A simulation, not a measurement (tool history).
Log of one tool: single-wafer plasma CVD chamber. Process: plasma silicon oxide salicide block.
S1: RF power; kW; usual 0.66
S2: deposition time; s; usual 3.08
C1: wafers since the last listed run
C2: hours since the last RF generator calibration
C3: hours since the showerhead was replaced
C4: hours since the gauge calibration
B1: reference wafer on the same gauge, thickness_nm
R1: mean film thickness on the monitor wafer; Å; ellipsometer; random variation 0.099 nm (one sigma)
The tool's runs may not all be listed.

run   hour     S1    S2   C1     C2      C3     C4      B1      R1
  1      0   0.66  2.93    0  542.7  4629.7   31.3   31.32  300.43
  2   17.3   0.73  3.54  445    560    4647   48.6   31.29   373.5
  3   28.1   0.73  3.54  278  570.8  4657.8   59.4  31.296  374.34
  4   34.7   0.66  3.08  170  577.4  4664.4     66  31.302  315.86
  5   44.4   0.66  3.08  249  587.1  4674.1   75.7  31.313   314.4
  6   57.4   0.66  3.08  334  600.1  4687.1   88.7  31.301  314.33
  7   64.3   0.66  3.08  177    607    4694   95.6  31.317  311.68
  8     79   0.66  3.08  378  621.7  4708.7  110.3  31.329  315.34
  9   85.2   0.66  3.08  159  627.9  4714.9  116.5  31.328     313
 10   91.4   0.66  2.74  159  634.1  4721.1  122.7  31.318  277.37
 11   99.5   0.66  2.74  208  642.2  4729.2  130.8  31.338  277.33
 12  112.8   0.66  3.08  342  655.5  4742.5  144.1  31.332  312.18
 13  129.9   0.66  3.08  440  672.6  4759.6  161.2  31.294  311.63
 14  147.6  0.555  3.08  455  690.3  4777.3  178.9  31.318  295.49
 15  156.7  0.555  3.08  234  699.4  4786.4    188  31.288  296.14
 16  169.2   0.66  3.08  321  711.9  4798.9  200.5  31.321  311.12
 17  181.6   0.62  3.08  319  724.3  4811.3  212.9  31.261  306.14
 18  189.9   0.62  3.08  213  732.6  4819.6  221.2  31.299   305.5
 19  199.6   0.62  3.08  249  742.3  4829.3  230.9  31.323  305.49
 20  209.5   0.66  3.08  255  752.2  4839.2  240.8  31.282  309.96
 21  219.5   0.66  3.08  257  762.2  4849.2  250.8  31.308  311.69
 22  236.1  0.615  3.08  427  778.8  4865.8  267.4  31.304  305.04
     246.3  -- showerhead replaced
 23  252.3  0.755  3.46  211    795       6  283.6  31.272  363.15
 24  261.8  0.615  3.25  244  804.5    15.5  293.1  31.317  321.14
 25  279.4   0.66  3.08  453  822.1    33.1  310.7   31.26  310.66
 26  294.3   0.66  3.08  383    837      48  325.6  31.298  310.65
 27  304.3   0.66  2.83  257    847      58  335.6  31.339  284.52
 28  314.4  0.755  3.08  260  857.1    68.1  345.7  31.276  324.03
 29  322.6  0.785  3.56  211  865.3    76.3  353.9  31.313  379.14
     327.7  -- gauge calibrated
     339.2  -- RF generator calibrated
 30  339.7  0.565  3.08  234    0.5    93.4     12  31.313  300.32
 31  344.2    0.6  3.41  115      5    97.9   16.5  31.311  339.15
 32  351.1  0.785  3.08  177   11.9   104.8   23.4  31.254  337.19
 33  362.6   0.66  2.93  296   23.4   116.3   34.9  31.281  301.89
 34  375.1   0.66  3.08  321   35.9   128.8   47.4  31.299  315.94
 35  392.6  0.765  2.72  450   53.4   146.3   64.9  31.284  295.54
 36  408.5   0.66  3.37  409   69.3   162.2   80.8  31.331  348.95
 37  423.7   0.76  3.08  391   84.5   177.4     96  31.326  331.81
 38  430.2   0.66  3.57  167     91   183.9  102.5  31.305  368.12
 39    441  0.705  3.38  278  101.8   194.7  113.3  31.285  355.03
 40  454.9   0.66  3.64  358  115.7   208.6  127.2  31.296  377.13
 41  468.4    0.6  2.66  347  129.2   222.1  140.7  31.306  264.94
 42  475.9   0.57  2.63  193  136.7   229.6  148.2  31.315  258.52
 43    490  0.775   2.5  363  150.8   243.7  162.3  31.278  270.66
 44    502   0.79  3.56  309  162.8   255.7  174.3  31.299  388.44

Forecast each of these 4 alternatives for the next run:
  A  502.4  0.575  3.08  10  163.2  256.1  174.7   ?   ?
  B  502.4  0.575  3.33  10  163.2  256.1  174.7   ?   ?
  C  502.4  0.775  3.44  10  163.2  256.1  174.7   ?   ?
  D  502.4  0.565  3.46  10  163.2  256.1  174.7   ?   ?

run      B1      R1
  A  31.276  303.97
  B  31.276  328.64
  C  31.276  373.54
  D  31.276  339.54
Without the tool's hidden state the same runs would have given:
run      R1
  A  304.55
  B  329.27
  C  374.25
  D  340.19
